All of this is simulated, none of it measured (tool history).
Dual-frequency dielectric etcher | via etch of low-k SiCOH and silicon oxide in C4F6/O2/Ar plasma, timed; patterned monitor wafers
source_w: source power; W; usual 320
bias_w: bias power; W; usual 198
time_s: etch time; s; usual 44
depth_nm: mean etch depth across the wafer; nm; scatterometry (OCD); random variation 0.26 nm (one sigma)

run,hour,source_w,bias_w,time_s,"read-back reference wafer on the same gauge, depth_nm",depth_nm
1,0,350,198,44,103.1,113.3
2,25.8,350,198,44,103,113.6
3,51.7,350,198,44,103,113.7
4,75.3,340,198,44,103,112.4
5,155,340,198,44,102.9,112
6,189.2,340,198,44,103,111.9
7,202.7,320,198,44,103,109.3
8,223.9,320,198,44,103,109.1
# hour 298.7: upper electrode replaced, of another model than before
9,299.2,320,198,44,103,108.8
10,304.1,360,161,56,103,135.8
11,321.8,390,227,36,103,106.5
# hour 329.7: source power generator calibrated
12,352.8,260,198,35.5,103,75.6
13,381.2,320,247,40,103,108.6
# hour 418.7: wet clean of the chamber
14,425.5,320,213,33.5,103,86.8
15,439.8,320,198,44,103,110.6
16,541.6,320,218,44,103,114.8
# hour 549.7: bias power generator calibrated
17,570.9,380,167,31,103,80.2
18,585,320,225,50.5,102.9,133.3
# hour 585.1: gauge calibrated
19,613.1,400,155,56,103.1,143.6
20,629.8,320,198,44,102.9,109.5
21,648.3,240,198,55.5,103,112.2
22,680.7,320,167,44,103,101.8
23,709.5,320,198,44,103,109.6
24,736.2,400,198,44,102.9,124.9
25,764.8,320,198,44,102.9,109.5
26,780.6,350,231,33.5,103,94.2
27,797.4,320,225,44,102.9,115.5
28,825.7,340,198,44,102.9,113.1
29,849.9,370,156,44,103,107.5
30,877.3,320,211,38,103,97.5

Forecast each of these 4 alternatives for the next run:
A,877.7,320,198,44,?,?
B,877.7,250,198,54.5,?,?
C,877.7,290,198,48,?,?
D,877.7,250,198,44,?,?

run,"read-back reference wafer on the same gauge, depth_nm",depth_nm
A,103,109.3
B,103,113.6
C,103,111.7
D,103,91.8
Without the tool's hidden state the same runs would have given:
run,depth_nm
A,110.4
B,114.8
C,112.8
D,92.7
